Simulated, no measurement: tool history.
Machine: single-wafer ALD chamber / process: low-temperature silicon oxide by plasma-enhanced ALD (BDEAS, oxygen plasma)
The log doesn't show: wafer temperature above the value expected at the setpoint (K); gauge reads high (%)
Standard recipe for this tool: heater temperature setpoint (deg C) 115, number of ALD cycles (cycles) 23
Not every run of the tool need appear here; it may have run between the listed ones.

| run | hour | heater temperature setpoint (deg C) | number of ALD cycles (cycles) | wafers since the last listed run | hours since the last thermocouple change | hours since the gauge calibration | read-back reference wafer on the same gauge, thickness_nm | mean film thickness on the monitor wafer (angstrom) |
|---|---|---|---|---|---|---|---|---|
| 1 | 0 | 115 | 20 | 0 | 1927.9 | 283.8 | 3.542 | 26.61 |
| 2 | 16.3 | 115 | 23 | 195 | 1944.2 | 300.1 | 3.542 | 30.49 |
| 3 | 28.4 | 115 | 23 | 145 | 1956.3 | 312.2 | 3.538 | 30.49 |
| 4 | 36.4 | 112 | 23 | 96 | 1964.3 | 320.2 | 3.538 | 30.6 |
| 5 | 52.4 | 115 | 23 | 192 | 1980.3 | 336.2 | 3.542 | 30.64 |
| 6 | 58.9 | 115 | 23 | 78 | 1986.8 | 342.7 | 3.539 | 30.49 |
| 7 | 65.5 | 115 | 23 | 79 | 1993.4 | 349.3 | 3.542 | 30.48 |
| 8 | 79.6 | 115 | 23 | 169 | 2007.5 | 363.4 | 3.54 | 30.61 |
| 9 | 97.3 | 115 | 23 | 212 | 2025.2 | 381.1 | 3.538 | 30.42 |
| 10 | 106.7 | 115 | 23 | 112 | 2034.6 | 390.5 | 3.54 | 30.43 |
| 11 | 113.1 | 115 | 23 | 76 | 2041 | 396.9 | 3.538 | 30.53 |
| 12 | 126.1 | 115 | 23 | 156 | 2054 | 409.9 | 3.543 | 30.64 |
| 13 | 134.9 | 115 | 23 | 105 | 2062.8 | 418.7 | 3.539 | 30.58 |
| 14 | 143.3 | 115 | 23 | 100 | 2071.2 | 427.1 | 3.54 | 30.58 |
| 15 | 156.8 | 107 | 21 | 162 | 2084.7 | 440.6 | 3.537 | 28.25 |
| 16 | 172 | 107 | 21 | 182 | 2099.9 | 455.8 | 3.541 | 28.17 |
|  | 192 | thermocouple changed; heater temperature recalibrated |
| 17 | 192.5 | 115 | 20 | 150 | 0.5 | 476.3 | 3.541 | 26.57 |
| 18 | 195.4 | 115 | 23 | 34 | 3.4 | 479.2 | 3.54 | 30.57 |
|  | 197.5 | gauge calibrated |
| 19 | 210.3 | 125 | 19 | 178 | 18.3 | 12.8 | 3.538 | 24.83 |
| 20 | 219.1 | 121 | 25 | 105 | 27.1 | 21.6 | 3.542 | 32.98 |
| 21 | 235.5 | 120 | 19 | 196 | 43.5 | 38 | 3.541 | 25.04 |
| 22 | 247.5 | 115 | 26 | 144 | 55.5 | 50 | 3.537 | 34.5 |
| 23 | 254.8 | 115 | 23 | 87 | 62.8 | 57.3 | 3.541 | 30.5 |
| 24 | 268.7 | 110 | 23 | 166 | 76.7 | 71.2 | 3.54 | 30.93 |
| 25 | 298.8 | 121 | 23 | 361 | 106.8 | 101.3 | 3.539 | 30.23 |
| 26 | 308.1 | 101 | 23 | 111 | 116.1 | 110.6 | 3.539 | 31.18 |
| 27 | 323.9 | 119 | 21 | 189 | 131.9 | 126.4 | 3.54 | 27.73 |
| 28 | 341.7 | 115 | 23 | 213 | 149.7 | 144.2 | 3.538 | 30.47 |
| 29 | 353.6 | 128 | 24 | 142 | 161.6 | 156.1 | 3.54 | 31.14 |
| 30 | 363.6 | 125 | 22 | 120 | 171.6 | 166.1 | 3.539 | 28.78 |
| 31 | 371.5 | 115 | 26 | 94 | 179.5 | 174 | 3.542 | 34.51 |
| 32 | 383.7 | 107 | 20 | 146 | 191.7 | 186.2 | 3.537 | 26.9 |

How the hidden state differs across the entries between the runs, from the last listed run before each to the first after it:
After run 16, before run 17: thermocouple changed; heater temperature recalibrated (hour 192)
  the hidden state is the same at both runs
After run 18, before run 19: gauge calibrated (hour 197.5)
  the hidden state is the same at both runs

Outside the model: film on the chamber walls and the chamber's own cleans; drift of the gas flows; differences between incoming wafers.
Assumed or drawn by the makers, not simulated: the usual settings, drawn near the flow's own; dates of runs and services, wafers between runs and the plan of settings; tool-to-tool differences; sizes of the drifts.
